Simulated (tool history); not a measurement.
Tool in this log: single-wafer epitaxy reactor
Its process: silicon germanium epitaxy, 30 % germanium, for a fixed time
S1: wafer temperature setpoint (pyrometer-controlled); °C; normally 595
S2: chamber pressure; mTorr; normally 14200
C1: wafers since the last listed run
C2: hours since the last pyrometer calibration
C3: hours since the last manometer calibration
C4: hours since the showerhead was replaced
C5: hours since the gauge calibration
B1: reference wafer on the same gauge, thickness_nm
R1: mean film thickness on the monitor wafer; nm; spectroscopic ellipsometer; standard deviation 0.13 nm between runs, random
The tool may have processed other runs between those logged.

run	day	S1	S2	C1	C2	C3	C4	C5	B1	R1
1	0.000	600	14200	0	2487.9	2574.3	4455.0	38.4	55.677	47.972
2	0.462	589	14200	157	2499.0	2585.4	4466.1	49.5	55.504	37.843
3	0.946	589	14200	164	2510.6	2597.0	4477.7	61.1	55.595	37.979
4	1.571	589	14200	212	2525.6	2612.0	4492.7	76.1	55.602	37.824
5	2.046	591	14200	161	2537.0	2623.4	4504.1	87.5	55.575	39.583
6	2.754	591	14200	240	2554.0	2640.4	4521.1	104.5	55.576	39.541
7	3.392	591	14200	216	2569.3	2655.7	4536.4	119.8	55.653	39.519
8	3.912	595	11500	177	2581.8	2668.2	4548.9	132.3	55.550	39.827
9	4.604	595	11500	235	2598.4	2684.8	4565.5	148.9	55.600	39.650
10	4.900	607	12900	100	2605.5	2691.9	4572.6	156.0	55.626	53.269
11	5.308	607	12900	138	2615.3	2701.7	4582.4	165.8	55.633	53.264
12	5.600	607	12900	99	2622.3	2708.7	4589.4	172.8	55.594	53.249
13	6.133	595	15400	181	2635.1	2721.5	4602.2	185.6	55.647	44.040
# day 6.867: capacitance manometer re-zeroed and calibrated
# day 6.971: showerhead replaced
14	6.992	595	15400	143	2655.7	3.0	0.5	206.2	55.507	43.924
15	7.275	595	14200	96	2662.5	9.8	7.3	213.0	55.594	42.690
# day 7.358: gauge calibrated
16	7.817	607	12900	184	2675.5	22.8	20.3	11.0	55.640	53.260
17	8.317	607	11900	170	2687.5	34.8	32.3	23.0	55.627	51.729
# day 8.912: pyrometer calibrated
18	8.933	581	12800	96	0.5	49.6	47.1	37.8	55.599	28.675
19	8.950	607	16300	5	0.9	50.0	47.5	38.2	55.683	54.807
20	9.604	607	16500	222	16.6	65.7	63.2	53.9	55.639	55.045
21	10.017	588	15500	140	26.5	75.6	73.1	63.8	55.613	35.814
22	10.462	590	14200	151	37.2	86.3	83.8	74.5	55.617	36.145
23	10.875	599	16800	140	47.1	96.2	93.7	84.4	55.518	46.803
24	11.233	595	14200	121	55.7	104.8	102.3	93.0	55.614	40.248
# day 11.908: pyrometer calibrated, repeated, since the last time left the tool worse
25	11.929	603	14200	123	0.5	121.5	119.0	109.7	55.586	56.236
26	12.392	591	12700	157	11.6	132.6	130.1	120.8	55.618	42.048
27	13.029	595	14200	216	26.9	147.9	145.4	136.1	55.589	47.765
28	13.458	595	17100	145	37.2	158.2	155.7	146.4	55.539	50.813
29	14.067	589	15800	206	51.8	172.8	170.3	161.0	55.664	43.710
30	14.417	591	14200	119	60.2	181.2	178.7	169.4	55.664	43.518
31	14.921	595	14200	171	72.3	193.3	190.8	181.5	55.588	47.540

Results per run with the tool's hidden condition removed, run-to-run variation unchanged:
Hidden conditions of the tool in this case: wafer temperature above the value expected at the setpoint (K); true pressure above the setpoint (%); gauge reads high (%).
run	R1
1	52.913
2	41.880
3	42.049
4	41.901
5	43.845
6	43.827
7	43.828
8	44.143
9	43.974
10	58.905
11	58.921
12	58.920
13	48.911
14	48.820
15	47.461
16	59.047
17	57.376
18	33.972
19	64.205
20	64.522
21	42.339
22	42.711
23	55.109
24	47.488
25	56.190
26	42.029
27	47.771
28	50.840
29	43.758
30	43.579
31	47.628
